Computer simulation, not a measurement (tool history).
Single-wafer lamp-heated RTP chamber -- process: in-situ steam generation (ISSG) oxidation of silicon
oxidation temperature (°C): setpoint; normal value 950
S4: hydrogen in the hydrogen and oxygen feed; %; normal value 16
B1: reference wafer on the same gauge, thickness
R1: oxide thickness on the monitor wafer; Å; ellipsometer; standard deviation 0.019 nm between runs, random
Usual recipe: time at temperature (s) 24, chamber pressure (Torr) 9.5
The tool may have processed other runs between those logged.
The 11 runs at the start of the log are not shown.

run 12 hour=428.7 | oxidation_temperature_(°C)=950 time_at_temperature_(s)=15 chamber_pressure_(Torr)=9.5 S4=16 | B1=4.324 | R1=38.37
run 13 hour=487.0 | oxidation_temperature_(°C)=950 time_at_temperature_(s)=24 chamber_pressure_(Torr)=9.5 S4=16 | B1=4.322 | R1=46.55
run 14 hour=558.7 | oxidation_temperature_(°C)=950 time_at_temperature_(s)=24 chamber_pressure_(Torr)=9.1 S4=16 | B1=4.324 | R1=47.20
run 15 hour=593.4 | oxidation_temperature_(°C)=950 time_at_temperature_(s)=24 chamber_pressure_(Torr)=9.5 S4=21 | B1=4.333 | R1=49.36
-- hour=621.4 pyrometer window cleaned and pyrometer calibrated
run 16 hour=647.7 | oxidation_temperature_(°C)=950 time_at_temperature_(s)=24 chamber_pressure_(Torr)=9.5 S4=16 | B1=4.333 | R1=47.03
run 17 hour=711.7 | oxidation_temperature_(°C)=937 time_at_temperature_(s)=15 chamber_pressure_(Torr)=8.4 S4=23 | B1=4.330 | R1=41.07
run 18 hour=753.3 | oxidation_temperature_(°C)=943 time_at_temperature_(s)=24 chamber_pressure_(Torr)=8.1 S4=16 | B1=4.331 | R1=46.34
run 19 hour=786.0 | oxidation_temperature_(°C)=937 time_at_temperature_(s)=24 chamber_pressure_(Torr)=8.7 S4=26 | B1=4.347 | R1=50.74
run 20 hour=845.5 | oxidation_temperature_(°C)=950 time_at_temperature_(s)=24 chamber_pressure_(Torr)=9.5 S4=24 | B1=4.345 | R1=51.06
run 21 hour=916.2 | oxidation_temperature_(°C)=950 time_at_temperature_(s)=19 chamber_pressure_(Torr)=10.2 S4=12 | B1=4.341 | R1=39.35
run 22 hour=954.6 | oxidation_temperature_(°C)=950 time_at_temperature_(s)=24 chamber_pressure_(Torr)=10.0 S4=16 | B1=4.346 | R1=46.49
run 23 hour=1014.4 | oxidation_temperature_(°C)=957 time_at_temperature_(s)=24 chamber_pressure_(Torr)=9.5 S4=16 | B1=4.351 | R1=47.88
run 24 hour=1068.5 | oxidation_temperature_(°C)=931 time_at_temperature_(s)=24 chamber_pressure_(Torr)=9.5 S4=16 | B1=4.350 | R1=44.51
run 25 hour=1106.2 | oxidation_temperature_(°C)=968 time_at_temperature_(s)=24 chamber_pressure_(Torr)=8.9 S4=13 | B1=4.352 | R1=47.76
run 26 hour=1163.3 | oxidation_temperature_(°C)=950 time_at_temperature_(s)=17 chamber_pressure_(Torr)=9.5 S4=16 | B1=4.366 | R1=40.85
run 27 hour=1221.4 | oxidation_temperature_(°C)=950 time_at_temperature_(s)=31 chamber_pressure_(Torr)=9.5 S4=19 | B1=4.367 | R1=54.58
run 28 hour=1277.7 | oxidation_temperature_(°C)=969 time_at_temperature_(s)=24 chamber_pressure_(Torr)=9.5 S4=25 | B1=4.368 | R1=55.36
run 29 hour=1325.7 | oxidation_temperature_(°C)=950 time_at_temperature_(s)=24 chamber_pressure_(Torr)=9.5 S4=16 | B1=4.371 | R1=47.13
run 30 hour=1356.1 | oxidation_temperature_(°C)=932 time_at_temperature_(s)=32 chamber_pressure_(Torr)=9.5 S4=20 | B1=4.369 | R1=52.61
run 31 hour=1388.7 | oxidation_temperature_(°C)=950 time_at_temperature_(s)=31 chamber_pressure_(Torr)=9.5 S4=25 | B1=4.368 | R1=57.83
run 32 hour=1427.4 | oxidation_temperature_(°C)=936 time_at_temperature_(s)=24 chamber_pressure_(Torr)=9.5 S4=25 | B1=4.370 | R1=49.56

Each row is a separate what-if for the run after 32, all from the same tool condition, not one after another. Results?
run A hour=1427.9 | oxidation_temperature_(°C)=950 time_at_temperature_(s)=24 chamber_pressure_(Torr)=9.5 S4=16 | B1=? | R1=?
run B hour=1427.9 | oxidation_temperature_(°C)=932 time_at_temperature_(s)=17 chamber_pressure_(Torr)=10.2 S4=11 | B1=? | R1=?
run C hour=1427.9 | oxidation_temperature_(°C)=950 time_at_temperature_(s)=24 chamber_pressure_(Torr)=9.5 S4=19 | B1=? | R1=?

run=A B1=4.374 R1=47.27
run=B B1=4.374 R1=35.79
run=C B1=4.374 R1=48.96
With the hidden condition removed and each run's random variation left untouched, the same runs would have given:
run=A R1=46.72
run=B R1=35.37
run=C R1=48.39

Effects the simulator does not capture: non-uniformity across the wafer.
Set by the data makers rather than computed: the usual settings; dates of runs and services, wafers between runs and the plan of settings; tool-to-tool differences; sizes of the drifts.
